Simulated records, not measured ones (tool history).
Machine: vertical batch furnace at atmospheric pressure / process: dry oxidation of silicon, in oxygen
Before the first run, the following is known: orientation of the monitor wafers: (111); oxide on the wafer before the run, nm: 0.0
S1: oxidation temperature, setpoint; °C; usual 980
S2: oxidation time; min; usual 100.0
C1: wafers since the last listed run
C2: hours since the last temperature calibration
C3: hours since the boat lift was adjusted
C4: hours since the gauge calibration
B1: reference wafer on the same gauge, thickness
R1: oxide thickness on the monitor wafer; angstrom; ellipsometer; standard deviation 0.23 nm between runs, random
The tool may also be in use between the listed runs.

Run 1, hour 0.0: usual settings but S1 970 °C; C1 0; C2 3623.6; C3 3684.1; C4 1218.2; B1 88.26. Result: R1 765.1 angstrom.
Run 2, hour 56.0: usual settings but S1 997 °C; C1 925; C2 3679.6; C3 3740.1; C4 1274.2; B1 88.29. Result: R1 926.0 angstrom.
Run 3, hour 110.4: usual settings but S1 997 °C; C1 899; C2 3734.0; C3 3794.5; C4 1328.6; B1 88.27. Result: R1 924.2 angstrom.
Run 4, hour 167.7: usual settings but S1 997 °C; C1 947; C2 3791.3; C3 3851.8; C4 1385.9; B1 88.26. Result: R1 927.5 angstrom.
Run 5, hour 224.8: usual settings; C1 943; C2 3848.4; C3 3908.9; C4 1443.0; B1 88.25. Result: R1 820.8 angstrom.
Run 6, hour 270.0: usual settings but S1 974 °C; C1 747; C2 3893.6; C3 3954.1; C4 1488.2; B1 88.31. Result: R1 786.0 angstrom.
Run 7, hour 303.9: usual settings; C1 560; C2 3927.5; C3 3988.0; C4 1522.1; B1 88.27. Result: R1 817.7 angstrom.
Run 8, hour 336.6: usual settings; C1 540; C2 3960.2; C3 4020.7; C4 1554.8; B1 88.28. Result: R1 817.6 angstrom.
Run 9, hour 393.1: usual settings; C1 933; C2 4016.7; C3 4077.2; C4 1611.3; B1 88.35. Result: R1 818.8 angstrom.
Run 10, hour 455.3: usual settings; C1 1028; C2 4078.9; C3 4139.4; C4 1673.5; B1 88.23. Result: R1 822.4 angstrom.
Run 11, hour 524.7: usual settings but S2 130.0 min; C1 1147; C2 4148.3; C3 4208.8; C4 1742.9; B1 88.29. Result: R1 974.6 angstrom.
Run 12, hour 575.7: usual settings but S1 968 °C; C1 843; C2 4199.3; C3 4259.8; C4 1793.9; B1 88.27. Result: R1 750.6 angstrom.
Run 13, hour 645.1: usual settings but S1 968 °C; C1 1147; C2 4268.7; C3 4329.2; C4 1863.3; B1 88.21. Result: R1 750.3 angstrom.
Run 14, hour 682.1: usual settings but S1 968 °C; C1 611; C2 4305.7; C3 4366.2; C4 1900.3; B1 88.26. Result: R1 749.0 angstrom.
Run 15, hour 711.0: usual settings but S2 65.0 min; C1 477; C2 4334.6; C3 4395.1; C4 1929.2; B1 88.32. Result: R1 617.5 angstrom.
Run 16, hour 743.5: usual settings but S2 65.0 min; C1 537; C2 4367.1; C3 4427.6; C4 1961.7; B1 88.24. Result: R1 615.3 angstrom.
Run 17, hour 804.4: usual settings but S2 65.0 min; C1 1006; C2 4428.0; C3 4488.5; C4 2022.6; B1 88.32. Result: R1 612.0 angstrom.
Run 18, hour 833.7: usual settings; C1 484; C2 4457.3; C3 4517.8; C4 2051.9; B1 88.28. Result: R1 822.6 angstrom.
Run 19, hour 882.8: usual settings; C1 811; C2 4506.4; C3 4566.9; C4 2101.0; B1 88.28. Result: R1 823.5 angstrom.
At hour 947.2: boat lift adjusted.
Run 20, hour 953.6: usual settings but S1 1001 °C; C1 773; C2 4577.2; C3 6.4; C4 2171.8; B1 88.26. Result: R1 977.0 angstrom.
At hour 980.5: thermocouples replaced and temperature profile calibrated.
Run 21, hour 998.9: usual settings but S2 137.5 min; C1 352; C2 18.4; C3 51.7; C4 2217.1; B1 88.22. Result: R1 1003.1 angstrom.
Run 22, hour 1042.3: usual settings but S2 81.0 min; C1 717; C2 61.8; C3 95.1; C4 2260.5; B1 88.34. Result: R1 705.2 angstrom.
Run 23, hour 1069.2: usual settings but S1 1000 °C, S2 144.5 min; C1 444; C2 88.7; C3 122.0; C4 2287.4; B1 88.35. Result: R1 1184.0 angstrom.
Run 24, hour 1128.2: usual settings but S1 972 °C, S2 118.0 min; C1 975; C2 147.7; C3 181.0; C4 2346.4; B1 88.35. Result: R1 856.4 angstrom.

Predict the results of run 25:
At hour 1174.7: gauge calibrated.
Run 25, hour 1180.7: usual settings; C1 867; C2 200.2; C3 233.5; C4 6.0; B1 ?. Result: R1 ?.

Logged for run 25: B1 88.29, R1 813.9 angstrom.
The same run, on a tool lacking any hidden state, would have yielded R1 815.7 angstrom.
